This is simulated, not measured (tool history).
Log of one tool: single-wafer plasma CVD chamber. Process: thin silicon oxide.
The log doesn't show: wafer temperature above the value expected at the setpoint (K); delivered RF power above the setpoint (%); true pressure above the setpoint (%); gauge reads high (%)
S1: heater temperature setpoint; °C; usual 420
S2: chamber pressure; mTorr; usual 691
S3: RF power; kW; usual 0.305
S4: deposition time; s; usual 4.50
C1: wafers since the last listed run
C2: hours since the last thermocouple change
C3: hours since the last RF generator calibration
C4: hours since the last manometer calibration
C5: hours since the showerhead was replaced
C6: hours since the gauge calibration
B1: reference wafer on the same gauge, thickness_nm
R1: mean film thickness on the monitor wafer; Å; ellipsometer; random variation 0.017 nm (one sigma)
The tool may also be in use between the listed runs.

run   hour   S1   S2     S3    S4    C1      C2      C3     C4      C5     C6     B1     R1
  1    0.0  432  691  0.340  4.50     0  1332.2  2039.2  783.4  6790.0   58.5  7.485  68.41
  2   35.6  432  691  0.340  4.50  1087  1367.8  2074.8  819.0  6825.6   94.1  7.476  68.01
  3   61.6  420  691  0.305  3.79   793  1393.8  2100.8  845.0  6851.6  120.1  7.474  55.63
  4   82.7  420  691  0.305  3.79   644  1414.9  2121.9  866.1  6872.7  141.2  7.468  55.51
     182.6  -- thermocouple changed; heater temperature recalibrated
     188.2  -- capacitance manometer re-zeroed and calibrated
  5  188.7  420  691  0.305  4.50  2820     6.1  2227.9    0.5  6978.7  247.2  7.439  65.36
     193.2  -- gauge calibrated
     198.0  -- RF generator calibrated
  6  209.3  420  691  0.305  4.50   384    26.7    11.3   21.1  6999.3   16.1  7.494  66.22
  7  243.9  420  691  0.335  4.50  1056    61.3    45.9   55.7  7033.9   50.7  7.485  68.10
  8  262.9  420  691  0.360  4.96   580    80.3    64.9   74.7  7052.9   69.7  7.475  77.46
  9  283.4  420  691  0.305  4.50   625   100.8    85.4   95.2  7073.4   90.2  7.481  65.87
 10  312.7  420  691  0.305  3.79   894   130.1   114.7  124.5  7102.7  119.5  7.466  55.33
     327.1  -- showerhead replaced
 11  343.4  416  691  0.340  4.23   693   160.8   145.4  155.2    16.3  150.2  7.462  64.27
 12  365.7  429  691  0.305  3.83   680   183.1   167.7  177.5    38.6  172.5  7.450  55.52
 13  385.2  420  691  0.305  4.50   595   202.6   187.2  197.0    58.1  192.0  7.437  65.43
 14  411.0  426  691  0.305  4.50   787   228.4   213.0  222.8    83.9  217.8  7.431  65.09
     422.5  -- gauge calibrated
 15  424.0  413  691  0.305  4.50   396   241.4   226.0  235.8    96.9    1.5  7.511  66.53

Hidden state at the last listed run before each entry between runs and at the first one after, where it differs:
Between runs 4 and 5: thermocouple changed; heater temperature recalibrated (hour 182.6); capacitance manometer re-zeroed and calibrated (hour 188.2)
  gauge reads high (%): -0.58 -> -1
  measured less the result without the state, R1: -0.33 -> -0.66 Å
Between runs 5 and 6: gauge calibrated (hour 193.2); RF generator calibrated (hour 198.0)
  gauge reads high (%): -1 -> -0.193
  measured less the result without the state, R1: -0.66 -> -0.13 Å
Between runs 10 and 11: showerhead replaced (hour 327.1)
  gauge reads high (%): -0.607 -> -0.729
  measured less the result without the state, R1: -0.34 -> -0.47 Å
Between runs 14 and 15: gauge calibrated (hour 422.5)
  gauge reads high (%): -1 -> 0.00461
  measured less the result without the state, R1: -0.65 -> +0.01 Å
